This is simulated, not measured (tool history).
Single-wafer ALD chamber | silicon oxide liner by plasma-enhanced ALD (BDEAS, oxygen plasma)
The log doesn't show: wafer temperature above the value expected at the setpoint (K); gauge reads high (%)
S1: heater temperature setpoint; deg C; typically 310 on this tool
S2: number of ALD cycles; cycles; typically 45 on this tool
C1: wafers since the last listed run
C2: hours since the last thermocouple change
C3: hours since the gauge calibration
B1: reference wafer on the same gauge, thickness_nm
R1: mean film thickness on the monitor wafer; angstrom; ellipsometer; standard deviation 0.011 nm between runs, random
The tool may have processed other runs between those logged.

Run 1, hour 0: usual settings; C1 0; C2 1379.4; C3 860.3; B1 4.091. Result: R1 42.34 angstrom.
Run 2, hour 26.2: usual settings; C1 158; C2 1405.6; C3 886.5; B1 4.096. Result: R1 42.16 angstrom.
Run 3, hour 56.8: usual settings; C1 184; C2 1436.2; C3 917.1; B1 4.088. Result: R1 42.32 angstrom.
Run 4, hour 92.6: usual settings; C1 216; C2 1472; C3 952.9; B1 4.091. Result: R1 42.22 angstrom.
Run 5, hour 106.6: usual settings; C1 84; C2 1486; C3 966.9; B1 4.09. Result: R1 42.29 angstrom.
Run 6, hour 122.5: usual settings; C1 96; C2 1501.9; C3 982.8; B1 4.087. Result: R1 42.34 angstrom.
Run 7, hour 150.6: usual settings; C1 169; C2 1530; C3 1010.9; B1 4.085. Result: R1 42.32 angstrom.
Run 8, hour 180.5: usual settings; C1 180; C2 1559.9; C3 1040.8; B1 4.087. Result: R1 42.32 angstrom.
Run 9, hour 199.3: usual settings; C1 113; C2 1578.7; C3 1059.6; B1 4.084. Result: R1 42.02 angstrom.
Run 10, hour 229.5: usual settings but S1 319 deg C, S2 50 cycles; C1 182; C2 1608.9; C3 1089.8; B1 4.083. Result: R1 46.34 angstrom.
Run 11, hour 255.1: usual settings but S2 51 cycles; C1 154; C2 1634.5; C3 1115.4; B1 4.08. Result: R1 47.97 angstrom.
Run 12, hour 317.4: usual settings but S2 51 cycles; C1 376; C2 1696.8; C3 1177.7; B1 4.077. Result: R1 47.78 angstrom.
Run 13, hour 351.9: usual settings but S2 51 cycles; C1 208; C2 1731.3; C3 1212.2; B1 4.075. Result: R1 47.72 angstrom.
Run 14, hour 365.4: usual settings but S1 304 deg C, S2 50 cycles; C1 81; C2 1744.8; C3 1225.7; B1 4.075. Result: R1 46.98 angstrom.
Run 15, hour 386.5: usual settings but S1 304 deg C, S2 50 cycles; C1 127; C2 1765.9; C3 1246.8; B1 4.075. Result: R1 47.16 angstrom.
Run 16, hour 402.6: usual settings but S1 304 deg C, S2 50 cycles; C1 97; C2 1782; C3 1262.9; B1 4.074. Result: R1 47.2 angstrom.
Run 17, hour 425.3: usual settings; C1 137; C2 1804.7; C3 1285.6; B1 4.071. Result: R1 42.14 angstrom.
At hour 427.5: gauge calibrated.
Run 18, hour 458.4: usual settings; C1 200; C2 1837.8; C3 30.9; B1 4.146. Result: R1 42.95 angstrom.
Run 19, hour 490.7: usual settings; C1 195; C2 1870.1; C3 63.2; B1 4.143. Result: R1 42.87 angstrom.
Run 20, hour 515: usual settings but S2 50 cycles; C1 146; C2 1894.4; C3 87.5; B1 4.142. Result: R1 47.55 angstrom.
Run 21, hour 550.2: usual settings but S2 50 cycles; C1 212; C2 1929.6; C3 122.7; B1 4.139. Result: R1 47.7 angstrom.
At hour 569.5: thermocouple changed; heater temperature recalibrated.
Run 22, hour 571.5: usual settings but S1 321 deg C; C1 80; C2 2; C3 144; B1 4.14. Result: R1 42.15 angstrom.
Run 23, hour 602.3: usual settings but S1 300 deg C; C1 186; C2 32.8; C3 174.8; B1 4.137. Result: R1 43.4 angstrom.
Run 24, hour 632.4: usual settings; C1 181; C2 62.9; C3 204.9; B1 4.137. Result: R1 42.62 angstrom.
Run 25, hour 656.4: usual settings but S2 39 cycles; C1 145; C2 86.9; C3 228.9; B1 4.137. Result: R1 36.95 angstrom.
Run 26, hour 678.8: usual settings; C1 135; C2 109.3; C3 251.3; B1 4.131. Result: R1 42.81 angstrom.
Run 27, hour 705.6: usual settings but S1 296 deg C, S2 49 cycles; C1 161; C2 136.1; C3 278.1; B1 4.13. Result: R1 47.43 angstrom.
Run 28, hour 721.6: usual settings but S1 300 deg C, S2 37 cycles; C1 96; C2 152.1; C3 294.1; B1 4.127. Result: R1 35.72 angstrom.
Run 29, hour 738.4: usual settings but S1 320 deg C, S2 50 cycles; C1 101; C2 168.9; C3 310.9; B1 4.131. Result: R1 46.76 angstrom.
Run 30, hour 756.2: usual settings but S1 314 deg C, S2 53 cycles; C1 107; C2 186.7; C3 328.7; B1 4.127. Result: R1 49.93 angstrom.
Run 31, hour 781.2: usual settings but S1 315 deg C, S2 36 cycles; C1 151; C2 211.7; C3 353.7; B1 4.127. Result: R1 33.88 angstrom.
Run 32, hour 795.2: usual settings; C1 84; C2 225.7; C3 367.7; B1 4.132. Result: R1 42.77 angstrom.
Run 33, hour 807.3: usual settings but S2 37 cycles; C1 73; C2 237.8; C3 379.8; B1 4.126. Result: R1 35.17 angstrom.
Run 34, hour 821.1: usual settings; C1 83; C2 251.6; C3 393.6; B1 4.124. Result: R1 42.61 angstrom.
Run 35, hour 846.8: usual settings but S1 296 deg C, S2 42 cycles; C1 155; C2 277.3; C3 419.3; B1 4.122. Result: R1 40.74 angstrom.
Run 36, hour 870.4: usual settings but S1 324 deg C, S2 42 cycles; C1 142; C2 300.9; C3 442.9; B1 4.125. Result: R1 39.04 angstrom.
Run 37, hour 903.3: usual settings; C1 198; C2 333.8; C3 475.8; B1 4.124. Result: R1 42.58 angstrom.
Run 38, hour 932.5: usual settings; C1 176; C2 363; C3 505; B1 4.12. Result: R1 42.57 angstrom.
Run 39, hour 959.5: usual settings; C1 163; C2 390; C3 532; B1 4.12. Result: R1 42.46 angstrom.
Run 40, hour 989: usual settings but S1 298 deg C, S2 53 cycles; C1 178; C2 419.5; C3 561.5; B1 4.116. Result: R1 50.93 angstrom.
Run 41, hour 1022: usual settings; C1 199; C2 452.5; C3 594.5; B1 4.112. Result: R1 42.66 angstrom.
Run 42, hour 1044.2: usual settings; C1 134; C2 474.7; C3 616.7; B1 4.114. Result: R1 42.66 angstrom.
Run 43, hour 1058.9: usual settings but S1 315 deg C; C1 88; C2 489.4; C3 631.4; B1 4.113. Result: R1 42.39 angstrom.
Run 44, hour 1090.8: usual settings but S1 325 deg C, S2 49 cycles; C1 192; C2 521.3; C3 663.3; B1 4.115. Result: R1 45.39 angstrom.
Run 45, hour 1118.5: usual settings but S1 298 deg C, S2 39 cycles; C1 167; C2 549; C3 691; B1 4.109. Result: R1 37.43 angstrom.
Run 46, hour 1147.5: usual settings but S2 36 cycles; C1 175; C2 578; C3 720; B1 4.11. Result: R1 34 angstrom.
Run 47, hour 1161.3: usual settings but S2 53 cycles; C1 83; C2 591.8; C3 733.8; B1 4.107. Result: R1 49.99 angstrom.
Run 48, hour 1184.4: usual settings; C1 139; C2 614.9; C3 756.9; B1 4.104. Result: R1 42.41 angstrom.

State the hidden condition of the tool at each of the runs:
wafer temperature above the value expected at the setpoint (K): 0 in every run
H1: gauge reads high (%)
run      H1
  1   -1.35
  2   -1.38
  3   -1.42
  4   -1.47
  5   -1.48
  6    -1.5
  7   -1.54
  8   -1.58
  9    -1.6
 10   -1.64
 11   -1.67
 12   -1.75
 13   -1.79
 14   -1.81
 15   -1.84
 16   -1.86
 17   -1.88
 18  -0.125
 19  -0.165
 20  -0.196
 21   -0.24
 22  -0.267
 23  -0.306
 24  -0.343
 25  -0.374
 26  -0.402
 27  -0.435
 28  -0.455
 29  -0.477
 30  -0.499
 31   -0.53
 32  -0.548
 33  -0.563
 34   -0.58
 35  -0.613
 36  -0.642
 37  -0.684
 38   -0.72
 39  -0.754
 40  -0.791
 41  -0.833
 42  -0.861
 43  -0.879
 44  -0.919
 45  -0.954
 46   -0.99
 47   -1.01
 48   -1.04
